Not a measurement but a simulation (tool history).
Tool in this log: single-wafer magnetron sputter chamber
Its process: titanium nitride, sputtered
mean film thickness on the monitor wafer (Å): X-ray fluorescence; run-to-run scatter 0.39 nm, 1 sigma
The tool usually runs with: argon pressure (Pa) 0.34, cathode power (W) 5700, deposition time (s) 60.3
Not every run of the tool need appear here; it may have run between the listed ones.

| run | hour | argon pressure (Pa) | cathode power (W) | deposition time (s) | read-back reference wafer on the same gauge, thickness_nm | mean film thickness on the monitor wafer (Å) |
|---|---|---|---|---|---|---|
| 1 | 0 | 0.34 | 5700 | 60.3 | 59.165 | 674 |
| 2 | 33 | 0.34 | 5700 | 60.3 | 59.171 | 661.73 |
| 3 | 48.8 | 0.34 | 5700 | 60.3 | 59.183 | 661.05 |
| 4 | 61.3 | 0.34 | 5700 | 65.9 | 59.136 | 710.76 |
| 5 | 70 | 0.34 | 5700 | 65.9 | 59.178 | 719.6 |
| 6 | 81.9 | 0.34 | 5700 | 65.9 | 59.134 | 706.9 |
| 7 | 93.4 | 0.34 | 5700 | 60.3 | 59.232 | 647.45 |
|  | 107.6 | magnet pack replaced |
| 8 | 108.1 | 0.271 | 6550 | 56.2 | 59.14 | 699.43 |
|  | 122.1 | gauge calibrated |
|  | 133.3 | sputter target and shields replaced |
|  | 154 | capacitance manometer re-zeroed and calibrated |
|  | 159.6 | sputter target and shields replaced, repeated, since the last time left the tool worse |
| 9 | 160.1 | 0.34 | 5700 | 60.3 | 59.242 | 682.6 |
| 10 | 160.4 | 0.418 | 4350 | 64.3 | 59.114 | 544.69 |
| 11 | 170.3 | 0.34 | 7050 | 60.3 | 59.26 | 856.38 |

The next listed run, before its measurement:
| 12 | 182.3 | 0.456 | 4650 | 49.3 | ? | ? |

{"run 12": {"read-back reference wafer on the same gauge, thickness_nm": 59.276, "mean film thickness on the monitor wafer (Å)": 447.19}}
With no hidden state in the tool, this same run would have given mean film thickness on the monitor wafer (Å) 450.19.
